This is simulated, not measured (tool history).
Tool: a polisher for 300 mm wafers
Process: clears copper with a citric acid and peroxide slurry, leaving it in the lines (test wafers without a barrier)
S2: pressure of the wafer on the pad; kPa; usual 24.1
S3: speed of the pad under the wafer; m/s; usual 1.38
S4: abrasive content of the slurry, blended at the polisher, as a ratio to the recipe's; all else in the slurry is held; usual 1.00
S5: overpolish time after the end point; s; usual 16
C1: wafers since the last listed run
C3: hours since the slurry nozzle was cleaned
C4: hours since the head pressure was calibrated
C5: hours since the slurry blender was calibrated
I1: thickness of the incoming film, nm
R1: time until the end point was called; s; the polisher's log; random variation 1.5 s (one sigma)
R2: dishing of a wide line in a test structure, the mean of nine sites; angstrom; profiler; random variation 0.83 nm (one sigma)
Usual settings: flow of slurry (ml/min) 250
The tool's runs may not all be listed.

{"run": 1, "hour": 0.0, "flow of slurry (ml/min)": 305, "S2": 24.1, "S3": 1.38, "S4": 1.0, "S5": 16, "C1": 0, "wafers polished on this pad": 325, "C3": 217.8, "C4": 558.6, "C5": 160.1, "I1": 342.2, "R1": 86.4, "R2": 404}
{"run": 2, "hour": 8.9, "flow of slurry (ml/min)": 305, "S2": 24.1, "S3": 1.38, "S4": 1.0, "S5": 16, "C1": 79, "wafers polished on this pad": 405, "C3": 226.7, "C4": 567.5, "C5": 169.0, "I1": 344.7, "R1": 85.7, "R2": 413}
{"run": 3, "hour": 26.5, "flow of slurry (ml/min)": 305, "S2": 24.1, "S3": 1.38, "S4": 1.0, "S5": 16, "C1": 158, "wafers polished on this pad": 563, "C3": 244.3, "C4": 585.1, "C5": 186.6, "I1": 341.8, "R1": 85.2, "R2": 397}
{"hour": 31.9, "done": "slurry blender recalibrated"}
{"run": 4, "hour": 42.3, "flow of slurry (ml/min)": 250, "S2": 24.1, "S3": 1.38, "S4": 1.0, "S5": 16, "C1": 124, "wafers polished on this pad": 687, "C3": 260.1, "C4": 600.9, "C5": 10.4, "I1": 342.5, "R1": 92.7, "R2": 397}
{"hour": 53.8, "done": "slurry nozzle cleaned"}
{"run": 5, "hour": 64.2, "flow of slurry (ml/min)": 250, "S2": 24.1, "S3": 1.38, "S4": 1.0, "S5": 22, "C1": 187, "wafers polished on this pad": 875, "C3": 10.4, "C4": 622.8, "C5": 32.3, "I1": 342.6, "R1": 85.0, "R2": 518}
{"run": 6, "hour": 78.2, "flow of slurry (ml/min)": 250, "S2": 29.0, "S3": 1.38, "S4": 0.85, "S5": 16, "C1": 125, "wafers polished on this pad": 1001, "C3": 24.4, "C4": 636.8, "C5": 46.3, "I1": 340.6, "R1": 72.5, "R2": 453}
{"run": 7, "hour": 90.8, "flow of slurry (ml/min)": 250, "S2": 24.1, "S3": 1.38, "S4": 1.0, "S5": 16, "C1": 113, "wafers polished on this pad": 1114, "C3": 37.0, "C4": 649.4, "C5": 58.9, "I1": 343.2, "R1": 83.4, "R2": 403}
{"run": 8, "hour": 103.5, "flow of slurry (ml/min)": 250, "S2": 24.1, "S3": 1.38, "S4": 1.0, "S5": 16, "C1": 114, "wafers polished on this pad": 1228, "C3": 49.7, "C4": 662.1, "C5": 71.6, "I1": 337.8, "R1": 81.5, "R2": 407}
{"run": 9, "hour": 117.1, "flow of slurry (ml/min)": 250, "S2": 24.1, "S3": 1.38, "S4": 1.0, "S5": 16, "C1": 122, "wafers polished on this pad": 1350, "C3": 63.3, "C4": 675.7, "C5": 85.2, "I1": 343.2, "R1": 84.6, "R2": 417}
{"run": 10, "hour": 126.0, "flow of slurry (ml/min)": 250, "S2": 24.1, "S3": 1.38, "S4": 0.9, "S5": 26, "C1": 79, "wafers polished on this pad": 1430, "C3": 72.2, "C4": 684.6, "C5": 94.1, "I1": 336.2, "R1": 84.8, "R2": 542}
{"hour": 130.3, "done": "worn pad replaced by a new one"}
{"run": 11, "hour": 136.9, "flow of slurry (ml/min)": 335, "S2": 29.0, "S3": 1.38, "S4": 1.1, "S5": 7, "C1": 62, "wafers polished on this pad": 59, "C3": 83.1, "C4": 695.5, "C5": 105.0, "I1": 343.6, "R1": 66.7, "R2": 257}
{"run": 12, "hour": 146.0, "flow of slurry (ml/min)": 250, "S2": 24.1, "S3": 1.74, "S4": 1.0, "S5": 16, "C1": 81, "wafers polished on this pad": 141, "C3": 92.2, "C4": 704.6, "C5": 114.1, "I1": 333.6, "R1": 65.7, "R2": 465}
{"hour": 151.8, "done": "head pressure recalibrated"}
{"run": 13, "hour": 160.3, "flow of slurry (ml/min)": 250, "S2": 28.3, "S3": 1.38, "S4": 1.0, "S5": 16, "C1": 110, "wafers polished on this pad": 251, "C3": 106.5, "C4": 8.5, "C5": 128.4, "I1": 340.8, "R1": 74.1, "R2": 457}
{"run": 14, "hour": 171.4, "flow of slurry (ml/min)": 250, "S2": 24.1, "S3": 1.38, "S4": 1.0, "S5": 16, "C1": 99, "wafers polished on this pad": 351, "C3": 117.6, "C4": 19.6, "C5": 139.5, "I1": 338.2, "R1": 85.7, "R2": 391}
{"run": 15, "hour": 186.1, "flow of slurry (ml/min)": 185, "S2": 24.1, "S3": 1.38, "S4": 1.0, "S5": 16, "C1": 132, "wafers polished on this pad": 483, "C3": 132.3, "C4": 34.3, "C5": 154.2, "I1": 342.5, "R1": 91.5, "R2": 385}
{"run": 16, "hour": 195.9, "flow of slurry (ml/min)": 250, "S2": 24.1, "S3": 1.38, "S4": 1.3, "S5": 16, "C1": 88, "wafers polished on this pad": 571, "C3": 142.1, "C4": 44.1, "C5": 164.0, "I1": 340.3, "R1": 81.4, "R2": 428}
{"run": 17, "hour": 202.5, "flow of slurry (ml/min)": 250, "S2": 24.1, "S3": 1.38, "S4": 1.0, "S5": 16, "C1": 59, "wafers polished on this pad": 631, "C3": 148.7, "C4": 50.7, "C5": 170.6, "I1": 341.5, "R1": 86.5, "R2": 391}
{"hour": 220.6, "done": "slurry blender recalibrated"}
{"run": 18, "hour": 221.1, "flow of slurry (ml/min)": 180, "S2": 28.3, "S3": 1.38, "S4": 1.15, "S5": 16, "C1": 149, "wafers polished on this pad": 780, "C3": 167.3, "C4": 69.3, "C5": 0.5, "I1": 341.4, "R1": 78.1, "R2": 440}
{"run": 19, "hour": 253.1, "flow of slurry (ml/min)": 250, "S2": 24.1, "S3": 1.06, "S4": 1.1, "S5": 16, "C1": 287, "wafers polished on this pad": 1067, "C3": 199.3, "C4": 101.3, "C5": 32.5, "I1": 343.1, "R1": 113.2, "R2": 339}
{"hour": 258.5, "done": "worn pad replaced by a new one"}
{"run": 20, "hour": 260.2, "flow of slurry (ml/min)": 180, "S2": 24.1, "S3": 0.92, "S4": 1.25, "S5": 16, "C1": 27, "wafers polished on this pad": 14, "C3": 206.4, "C4": 108.4, "C5": 39.6, "I1": 334.9, "R1": 134.6, "R2": 294}

Run 21 comes next. What will it give?
{"run": 21, "hour": 272.6, "flow of slurry (ml/min)": 250, "S2": 24.1, "S3": 1.78, "S4": 1.0, "S5": 16, "C1": 111, "wafers polished on this pad": 126, "C3": 218.8, "C4": 120.8, "C5": 52.0, "I1": 333.9, "R1": "?", "R2": "?"}

Run 21 gave R1 68.1 s, R2 458 angstrom.
Without the tool's hidden state the same run would have given R1 64.3 s, R2 475 angstrom.
